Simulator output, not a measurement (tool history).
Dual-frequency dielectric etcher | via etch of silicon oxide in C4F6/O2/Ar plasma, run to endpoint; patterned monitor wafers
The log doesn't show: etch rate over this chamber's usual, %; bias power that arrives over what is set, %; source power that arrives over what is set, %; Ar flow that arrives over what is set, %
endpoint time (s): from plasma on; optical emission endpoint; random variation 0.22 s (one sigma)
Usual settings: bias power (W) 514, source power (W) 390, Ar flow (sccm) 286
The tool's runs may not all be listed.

run    hour  bias power (W)  source power (W)  Ar flow (sccm)  wafers since the last listed run  hours since the last wet clean  hours since the last bias power generator calibration  hours since the last source power generator calibration  hours since the last Ar flow controller change  hours since the last upper electrode change  incoming incoming film thickness, nm  endpoint time (s)
  1       0             514               370             286                                 0                            17.3                                                   1058                                                     1383                                          4231.5                                       4631.7                                 119.5               28.2
  2    44.9             514               370             286                               625                            62.2                                                 1102.9                                                   1427.9                                          4276.4                                       4676.6                                 119.7               28.4
  3    84.9             514               390             286                               556                           102.2                                                 1142.9                                                   1467.9                                          4316.4                                       4716.6                                 119.7                 28
  4   135.4             514               390             286                               703                           152.7                                                 1193.4                                                   1518.4                                          4366.9                                       4767.1                                 119.9               27.7
  5   225.8             514               390             286                              1258                           243.1                                                 1283.8                                                   1608.8                                          4457.3                                       4857.5                                 118.6               28.1
  6   308.4             514               390             286                              1149                           325.7                                                 1366.4                                                   1691.4                                          4539.9                                       4940.1                                 119.7               28.2
  7   351.6             514               390             286                               601                           368.9                                                 1409.6                                                   1734.6                                          4583.1                                       4983.3                                 119.4               28.3
  8   432.9             514               390             286                              1131                           450.2                                                 1490.9                                                   1815.9                                          4664.4                                       5064.6                                 118.6               27.8
      458.9  -- wet clean of the chamber
  9   477.3             479               390             286                               283                            18.4                                                 1535.3                                                   1860.3                                          4708.8                                         5109                                 120.1               29.2
 10   528.3             479               390             286                               709                            69.4                                                 1586.3                                                   1911.3                                          4759.8                                         5160                                 117.1               28.4
 11   615.9             514               390             243                              1219                             157                                                 1673.9                                                   1998.9                                          4847.4                                       5247.6                                 118.9               27.9
 12   691.3             514               390             243                              1049                           232.4                                                 1749.3                                                   2074.3                                          4922.8                                         5323                                   119               28.4
 13   768.3             461               390             286                              1071                           309.4                                                 1826.3                                                   2151.3                                          4999.8                                         5400                                 120.2               30.7
      807.3  -- wet clean of the chamber, repeated, since the last time left the tool worse
 14   823.9             390               470             256                               439                            16.6                                                 1881.9                                                   2206.9                                          5055.4                                       5455.6                                 119.4               26.9
 15   926.1             514               390             227                              1422                           118.8                                                 1984.1                                                   2309.1                                          5157.6                                       5557.8                                 118.9               26.4
 16  1009.2             514               450             286                              1156                           201.9                                                 2067.2                                                   2392.2                                          5240.7                                       5640.9                                 119.4                 26
 17  1064.7             514               420             286                               772                           257.4                                                 2122.7                                                   2447.7                                          5296.2                                       5696.4                                   120               27.5
     1087.7  -- source power generator calibrated
       1142  -- bias power generator calibrated
 18  1166.6             598               450             327                              1307                           359.3                                                   24.6                                                     78.9                                          5398.1                                       5798.3                                 118.8               25.6
 19  1208.2             390               470             256                               579                           400.9                                                   66.2                                                    120.5                                          5439.7                                       5839.9                                 119.1               27.7

The next listed run, before its measurement:
 20  1247.4             514               420             356                               545                           440.1                                                  105.4                                                    159.7                                          5478.9                                       5879.1                                 118.6                  ?

endpoint time (s): 28.9
Without the tool's hidden state the same run would have given endpoint time (s) 28.
